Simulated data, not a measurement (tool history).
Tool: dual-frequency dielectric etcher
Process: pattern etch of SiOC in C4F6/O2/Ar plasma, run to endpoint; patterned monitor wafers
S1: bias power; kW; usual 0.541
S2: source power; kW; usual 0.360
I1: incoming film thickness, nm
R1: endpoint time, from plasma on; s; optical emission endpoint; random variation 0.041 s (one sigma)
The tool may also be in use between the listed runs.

run,hour,S1,S2,I1,R1
1,0.0,0.541,0.360,36.08,12.2
2,59.8,0.541,0.360,35.84,12.1
3,119.7,0.541,0.360,36.11,12.2
4,166.9,0.541,0.380,35.97,12.0
5,236.2,0.541,0.380,35.78,12.0
6,296.6,0.541,0.360,35.90,12.2
7,321.3,0.541,0.360,36.20,12.2
8,351.6,0.451,0.360,36.31,12.9
# hour 401.4: upper electrode replaced, of another model than before
9,404.8,0.541,0.360,36.22,12.2
10,436.4,0.541,0.360,36.03,12.1
11,469.7,0.541,0.390,36.05,11.8
# hour 494.1: wet clean of the chamber
12,509.1,0.541,0.360,36.07,12.1
13,544.6,0.541,0.360,36.09,12.1
14,600.4,0.541,0.360,36.69,12.4
15,637.8,0.577,0.360,36.25,11.8
16,675.9,0.541,0.360,36.52,12.2
17,743.6,0.577,0.430,36.40,11.2
18,777.7,0.658,0.320,36.05,11.6
19,828.5,0.590,0.360,36.14,11.7
20,899.8,0.424,0.410,36.04,12.7
# hour 924.7: bias power generator calibrated
21,953.8,0.614,0.360,36.29,11.8
# hour 1005.3: wet clean of the chamber
22,1005.8,0.541,0.330,35.86,12.6
23,1037.9,0.651,0.400,35.99,11.0
24,1080.6,0.541,0.410,36.24,11.8
# hour 1114.3: source power generator calibrated
25,1114.8,0.466,0.310,36.12,13.7
26,1147.1,0.541,0.360,35.98,12.3
27,1199.5,0.541,0.380,36.36,12.1
28,1238.0,0.480,0.360,36.51,12.9
29,1290.3,0.541,0.360,36.05,12.3
30,1337.9,0.541,0.360,36.34,12.3
31,1386.5,0.600,0.360,36.26,11.9
32,1426.6,0.541,0.360,36.34,12.2
33,1456.1,0.495,0.390,36.19,12.4
34,1500.6,0.610,0.270,36.63,13.0
35,1554.0,0.493,0.300,36.23,13.5
# hour 1634.2: wet clean of the chamber
36,1634.7,0.541,0.360,36.29,12.3

3 ways to go on from here, each from the tool as it stands after run 36. What would each give?
A,1635.1,0.541,0.440,36.42,?
B,1635.1,0.663,0.390,36.42,?
C,1635.1,0.630,0.310,36.42,?

run,R1
A,11.5
B,11.1
C,12.2
Without the tool's hidden state the same runs would have given:
run,R1
A,11.7
B,11.2
C,12.4

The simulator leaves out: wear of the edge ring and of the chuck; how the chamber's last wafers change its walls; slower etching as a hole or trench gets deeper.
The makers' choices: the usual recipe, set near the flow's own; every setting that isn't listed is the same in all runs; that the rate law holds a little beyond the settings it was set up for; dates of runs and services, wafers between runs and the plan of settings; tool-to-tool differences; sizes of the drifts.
